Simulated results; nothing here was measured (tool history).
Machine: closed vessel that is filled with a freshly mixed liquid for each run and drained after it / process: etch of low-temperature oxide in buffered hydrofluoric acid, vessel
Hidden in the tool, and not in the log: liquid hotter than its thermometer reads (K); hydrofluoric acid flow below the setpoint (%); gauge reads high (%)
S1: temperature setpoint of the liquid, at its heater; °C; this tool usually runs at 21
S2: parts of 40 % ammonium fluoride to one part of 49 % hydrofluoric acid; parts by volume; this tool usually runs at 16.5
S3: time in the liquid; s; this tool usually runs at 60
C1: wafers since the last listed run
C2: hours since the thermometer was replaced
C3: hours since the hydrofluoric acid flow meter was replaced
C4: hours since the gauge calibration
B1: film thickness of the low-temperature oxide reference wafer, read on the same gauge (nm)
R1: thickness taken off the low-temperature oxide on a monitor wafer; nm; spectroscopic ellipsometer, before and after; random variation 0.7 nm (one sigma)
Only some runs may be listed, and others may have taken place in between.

Run 1, hour 0: usual settings but S3 45 s; C1 0; C2 614.4; C3 1557.4; C4 529.7; B1 149.99. Result: R1 55.7 nm.
Run 2, hour 97.5: usual settings but S3 50 s; C1 6884; C2 711.9; C3 1654.9; C4 627.2; B1 150.02. Result: R1 61.99 nm.
Run 3, hour 120.2: usual settings but S3 50 s; C1 1602; C2 734.6; C3 1677.6; C4 649.9; B1 150.03. Result: R1 62.49 nm.
Run 4, hour 142: usual settings; C1 1539; C2 756.4; C3 1699.4; C4 671.7; B1 149.98. Result: R1 75.86 nm.
Run 5, hour 163.1: usual settings; C1 1489; C2 777.5; C3 1720.5; C4 692.8; B1 150. Result: R1 74.46 nm.
Run 6, hour 192.9: usual settings; C1 2104; C2 807.3; C3 1750.3; C4 722.6; B1 150. Result: R1 75.01 nm.
Run 7, hour 221.4: usual settings but S1 18.5 °C; C1 2012; C2 835.8; C3 1778.8; C4 751.1; B1 149.99. Result: R1 65.27 nm.
Run 8, hour 240.6: usual settings but S1 18.5 °C; C1 1355; C2 855; C3 1798; C4 770.3; B1 149.98. Result: R1 65.46 nm.
Run 9, hour 253.7: usual settings but S1 23 °C; C1 925; C2 868.1; C3 1811.1; C4 783.4; B1 150. Result: R1 83.05 nm.
At hour 272.4: gauge calibrated.
Run 10, hour 289.4: usual settings but S3 75 s; C1 2520; C2 903.8; C3 1846.8; C4 17; B1 150. Result: R1 92.3 nm.
Run 11, hour 310.7: usual settings; C1 1504; C2 925.1; C3 1868.1; C4 38.3; B1 149.99. Result: R1 75.21 nm.
Run 12, hour 323: usual settings; C1 868; C2 937.4; C3 1880.4; C4 50.6; B1 149.97. Result: R1 73.12 nm.
Run 13, hour 347.7: usual settings; C1 1744; C2 962.1; C3 1905.1; C4 75.3; B1 150.01. Result: R1 74.64 nm.
Run 14, hour 366.1: usual settings; C1 1299; C2 980.5; C3 1923.5; C4 93.7; B1 150.02. Result: R1 74.54 nm.
Run 15, hour 401.5: usual settings; C1 2499; C2 1015.9; C3 1958.9; C4 129.1; B1 149.99. Result: R1 75.27 nm.
Run 16, hour 422.4: usual settings but S1 17 °C, S2 20 parts by volume; C1 1475; C2 1036.8; C3 1979.8; C4 150; B1 150.01. Result: R1 50.17 nm.
At hour 429.5: thermometer replaced.
Run 17, hour 466.7: usual settings but S3 30 s; C1 3057; C2 37.2; C3 2024.1; C4 194.3; B1 150. Result: R1 36.62 nm.
Run 18, hour 547.1: usual settings but S1 18 °C, S3 40 s; C1 5677; C2 117.6; C3 2104.5; C4 274.7; B1 150.02. Result: R1 41.39 nm.
Run 19, hour 567.9: usual settings; C1 1468; C2 138.4; C3 2125.3; C4 295.5; B1 149.99. Result: R1 72.46 nm.
Run 20, hour 581.8: usual settings; C1 981; C2 152.3; C3 2139.2; C4 309.4; B1 150. Result: R1 73.05 nm.
At hour 594: hydrofluoric acid flow meter replaced.
Run 21, hour 609.6: usual settings but S2 20.5 parts by volume; C1 1892; C2 180.1; C3 15.6; C4 337.2; B1 150. Result: R1 65.63 nm.
Run 22, hour 633.6: usual settings but S1 19 °C, S2 11 parts by volume, S3 45 s; C1 1694; C2 204.1; C3 39.6; C4 361.2; B1 149.98. Result: R1 81.37 nm.
Run 23, hour 648.9: usual settings but S1 19.5 °C; C1 1080; C2 219.4; C3 54.9; C4 376.5; B1 150. Result: R1 73.95 nm.
Run 24, hour 661.2: usual settings but S3 90 s; C1 868; C2 231.7; C3 67.2; C4 388.8; B1 150. Result: R1 122.54 nm.
Run 25, hour 702.2: usual settings; C1 2895; C2 272.7; C3 108.2; C4 429.8; B1 149.99. Result: R1 79.65 nm.
Run 26, hour 718.1: usual settings but S3 30 s; C1 1122; C2 288.6; C3 124.1; C4 445.7; B1 149.99. Result: R1 40.65 nm.
Run 27, hour 737.4: usual settings but S1 23 °C, S2 21.5 parts by volume, S3 80 s; C1 1362; C2 307.9; C3 143.4; C4 465; B1 149.99. Result: R1 94.42 nm.
Run 28, hour 753.9: usual settings but S2 20 parts by volume, S3 90 s; C1 1165; C2 324.4; C3 159.9; C4 481.5; B1 150.01. Result: R1 102.2 nm.
Run 29, hour 782: usual settings but S2 18.5 parts by volume; C1 1984; C2 352.5; C3 188; C4 509.6; B1 149.99. Result: R1 72.51 nm.
Run 30, hour 795.1: usual settings but S1 23 °C, S2 14.5 parts by volume, S3 30 s; C1 925; C2 365.6; C3 201.1; C4 522.7; B1 150. Result: R1 51.37 nm.
Run 31, hour 822.3: usual settings but S1 25 °C, S2 10 parts by volume, S3 85 s; C1 1920; C2 392.8; C3 228.3; C4 549.9; B1 150. Result: R1 231.88 nm.

What differs in the tool's unlogged condition from the final listed run ahead of each entry between runs to the first listed run following it?
In the gap between runs 9 and 10: gauge calibrated (hour 272.4)
  hydrofluoric acid flow below the setpoint (%): 8.83 -> 9.01
  measured less the result without the state, R1: -7.92 -> -9 nm
In the gap between runs 16 and 17: thermometer replaced (hour 429.5)
  hydrofluoric acid flow below the setpoint (%): 9.65 -> 9.86
  measured less the result without the state, R1: -3.65 -> -3.95 nm
In the gap between runs 20 and 21: hydrofluoric acid flow meter replaced (hour 594)
  hydrofluoric acid flow below the setpoint (%): 10.4 -> 0.646
  measured less the result without the state, R1: -8.37 -> -0.29 nm
